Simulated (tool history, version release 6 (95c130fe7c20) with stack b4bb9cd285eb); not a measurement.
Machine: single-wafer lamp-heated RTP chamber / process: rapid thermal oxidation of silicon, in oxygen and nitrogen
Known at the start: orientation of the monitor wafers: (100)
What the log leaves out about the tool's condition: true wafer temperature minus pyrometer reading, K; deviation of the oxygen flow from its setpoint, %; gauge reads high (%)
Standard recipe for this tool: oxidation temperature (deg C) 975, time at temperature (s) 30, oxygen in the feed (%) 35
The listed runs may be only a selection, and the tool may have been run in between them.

run,hour,oxidation temperature (deg C),time at temperature (s),oxygen in the feed (%),wafers since the last listed run,wafers since the last pyrometer calibration,hours since the oxygen flow controller was replaced,hours since the gauge calibration,"read-back reference wafer on the same gauge, thickness",oxide thickness on the monitor wafer (nm)
1,0,975,38,17,0,4045,5011.2,125.5,3.421,2.745
2,25.5,975,38,17,235,4280,5036.7,151,3.421,2.764
3,45.8,975,38,17,187,4468,5057,171.3,3.421,2.772
4,64.2,975,35,35,169,4638,5075.4,189.7,3.424,3.09
5,87.7,975,30,35,217,4855,5098.9,213.2,3.422,2.958
6,113.8,975,30,35,241,5096,5125,239.3,3.417,2.945
7,141.4,975,30,35,254,5351,5152.6,266.9,3.418,2.954
# hour 148.5: gauge calibrated
8,165.2,975,30,17,219,5571,5176.4,16.7,3.423,2.625
# hour 176.1: pyrometer window cleaned and pyrometer calibrated
# hour 205.8: oxygen flow controller replaced
9,220.8,951,17,45,365,339,15,72.3,3.422,2.453
10,249.8,975,30,35,267,607,44,101.3,3.421,2.95
11,266.7,975,30,44,156,763,60.9,118.2,3.418,3.104
12,282.5,975,30,35,145,909,76.7,134,3.419,2.952
13,351.3,947,36,60,635,1544,145.5,202.8,3.419,3.041
14,379.5,946,26,35,260,1804,173.7,231,3.419,2.57
15,407.2,987,38,50,255,2060,201.4,258.7,3.419,3.69
# hour 409.2: gauge calibrated
16,438.9,975,30,35,292,2353,233.1,29.7,3.417,2.943

What was the tool's hidden state at every run in the log?
true wafer temperature minus pyrometer reading, K: 0 at every run
deviation of the oxygen flow from its setpoint, %: 0 at every run
gauge reads high (%): 0 at every run
